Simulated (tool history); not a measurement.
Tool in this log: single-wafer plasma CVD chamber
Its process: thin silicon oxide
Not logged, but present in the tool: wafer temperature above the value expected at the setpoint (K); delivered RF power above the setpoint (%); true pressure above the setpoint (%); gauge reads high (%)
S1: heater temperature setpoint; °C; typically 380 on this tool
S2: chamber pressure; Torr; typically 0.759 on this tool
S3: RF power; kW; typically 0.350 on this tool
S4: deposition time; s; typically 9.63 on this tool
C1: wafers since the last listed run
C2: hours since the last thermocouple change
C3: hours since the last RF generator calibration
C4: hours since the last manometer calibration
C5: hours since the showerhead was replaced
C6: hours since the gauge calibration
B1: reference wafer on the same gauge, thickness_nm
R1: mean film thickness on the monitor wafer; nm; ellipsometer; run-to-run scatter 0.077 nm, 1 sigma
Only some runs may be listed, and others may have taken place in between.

run,hour,S1,S2,S3,S4,C1,C2,C3,C4,C5,C6,B1,R1
1,0.0,380,0.759,0.350,9.63,0,2832.2,2340.6,1905.9,5024.6,651.6,21.107,18.928
2,71.2,380,0.833,0.350,10.22,1254,2903.4,2411.8,1977.1,5095.8,722.8,21.098,21.959
3,118.3,380,0.833,0.350,10.22,830,2950.5,2458.9,2024.2,5142.9,769.9,21.106,22.044
4,156.8,380,0.833,0.350,10.22,678,2989.0,2497.4,2062.7,5181.4,808.4,21.095,22.112
5,197.5,380,0.759,0.300,9.63,717,3029.7,2538.1,2103.4,5222.1,849.1,21.090,18.313
# hour 210.7: showerhead replaced
6,232.1,380,0.759,0.300,9.63,468,3064.3,2572.7,2138.0,21.4,883.7,21.092,18.321
# hour 241.6: gauge calibrated
# hour 245.0: RF generator calibrated
7,283.9,380,0.759,0.350,9.63,771,3116.1,38.9,2189.8,73.2,42.3,21.108,19.167
# hour 312.1: capacitance manometer re-zeroed and calibrated
8,312.6,372,0.862,0.295,10.61,364,3144.8,67.6,0.5,101.9,71.0,21.100,21.517

Run 9, settings as shown, results not yet in. Your forecast:
# hour 364.1: thermocouple changed; heater temperature recalibrated
9,380.1,380,0.640,0.400,9.15,1048,16.0,135.1,68.0,169.4,138.5,?,?

B1: 21.106
R1: 15.114 nm
Minus the tool's unlogged condition, the same run would have read R1 15.124 nm.
